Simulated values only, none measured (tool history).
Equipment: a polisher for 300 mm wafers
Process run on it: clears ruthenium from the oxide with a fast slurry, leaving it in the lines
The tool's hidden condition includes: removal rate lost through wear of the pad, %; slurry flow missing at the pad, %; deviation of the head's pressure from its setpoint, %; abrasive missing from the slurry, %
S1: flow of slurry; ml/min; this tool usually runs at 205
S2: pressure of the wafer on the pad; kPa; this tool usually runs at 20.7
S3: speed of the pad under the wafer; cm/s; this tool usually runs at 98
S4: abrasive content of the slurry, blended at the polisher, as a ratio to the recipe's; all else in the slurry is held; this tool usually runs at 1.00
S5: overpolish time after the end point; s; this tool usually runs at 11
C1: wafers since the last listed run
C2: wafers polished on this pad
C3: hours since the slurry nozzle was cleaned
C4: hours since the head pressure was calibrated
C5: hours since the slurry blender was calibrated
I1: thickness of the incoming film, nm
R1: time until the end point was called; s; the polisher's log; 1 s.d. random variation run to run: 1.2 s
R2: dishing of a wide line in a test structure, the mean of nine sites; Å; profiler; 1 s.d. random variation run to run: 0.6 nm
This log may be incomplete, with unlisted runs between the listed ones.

run   hour   S1    S2   S3    S4  S5   C1    C2     C3      C4     C5     I1     R1   R2
  1    0.0  205  20.7   98  1.00  11    0  1243  784.2  1179.1  167.8  288.3   64.0  365
  2   11.4  205  20.7   76  0.90  11  157  1400  795.6  1190.5  179.2  287.0   89.3  275
      20.7  -- worn pad replaced by a new one
  3   22.9  170  20.7   98  1.00  11  103    30  807.1  1202.0  190.7  290.5   66.0  368
  4   39.8  170  20.7   98  1.00  11  232   263  824.0  1218.9  207.6  287.4   66.4  364
  5   47.5  170  20.7   98  1.00  11  106   369  831.7  1226.6  215.3  290.0   68.1  361
      51.5  -- slurry blender recalibrated
  6   54.8  160  20.7   98  1.00  11   73   442  839.0  1233.9    3.3  285.9   65.0  346
  7   66.3  205  20.7   98  1.00  11  158   600  850.5  1245.4   14.8  291.3   65.3  366
  8   73.5  205  20.7  110  1.00  11   99   700  857.7  1252.6   22.0  290.7   58.5  411
      84.8  -- slurry nozzle cleaned
  9   86.7  205  20.7  124  1.00  11  168   868    1.9  1265.8   35.2  289.5   50.9  443
 10   97.0  205  26.2   70  1.00  11  141  1010   12.2  1276.1   45.5  288.7   72.5  340
 11  106.6  205  20.7  130  1.00  11  132  1142   21.8  1285.7   55.1  287.7   48.1  440
     134.1  -- worn pad replaced by a new one
 12  147.1  205  20.7   98  1.00  11  502   178   62.3  1326.2   95.6  287.6   63.2  380
 13  163.5  205  20.7   98  1.00  11  226   404   78.7  1342.6  112.0  289.3   64.0  372
 14  174.2  150  20.7   98  1.00  11  147   552   89.4  1353.3  122.7  286.9   67.0  358
 15  189.2  155  20.7   98  1.00  15  206   758  104.4  1368.3  137.7  291.9   68.6  459
 16  203.9  205  20.7   98  1.20  11  202   961  119.1  1383.0  152.4  285.3   60.6  389
 17  219.8  165  17.2   98  1.30  13  219  1180  135.0  1398.9  168.3  292.5   69.6  397
     230.8  -- head pressure recalibrated
 18  237.3  205  20.7   98  0.90  15  213  1394  152.5     6.5  185.8  288.1   68.1  461
     248.2  -- worn pad replaced by a new one
 19  249.3  205  20.7   98  1.00  11  110    15  164.5    18.5  197.8  293.7   66.8  369
     254.8  -- slurry blender recalibrated
 20  271.1  140  20.7   98  1.00   6  272   288  186.3    40.3   16.3  285.5   69.1  210
 21  285.6  175  18.6   98  1.25  11  199   488  200.8    54.8   30.8  287.9   66.3  359
 22  298.6  205  20.7  108  1.15  18  179   667  213.8    67.8   43.8  289.5   55.9  592
 23  307.9  205  20.7   98  1.00  11  128   795  223.1    77.1   53.1  291.5   65.3  360
 24  321.1  205  20.7   98  1.00  11  181   977  236.3    90.3   66.3  288.1   64.8  365
 25  336.4  205  20.7   98  1.00  11  210  1188  251.6   105.6   81.6  290.1   65.6  368
     351.3  -- worn pad replaced by a new one
 26  351.8  205  20.7   64  0.75  11  157     7  267.0   121.0   97.0  287.5  113.9  221
 27  359.0  245  20.7   98  1.00  15   99   106  274.2   128.2  104.2  289.0   61.8  471

List, for all runs, the conditions of the tool that the log does not record:
removal rate lost through wear of the pad, %: 0 on each run
slurry flow missing at the pad, %: 0 on each run
deviation of the head's pressure from its setpoint, %: 0 on each run
abrasive missing from the slurry, %: 0 on each run
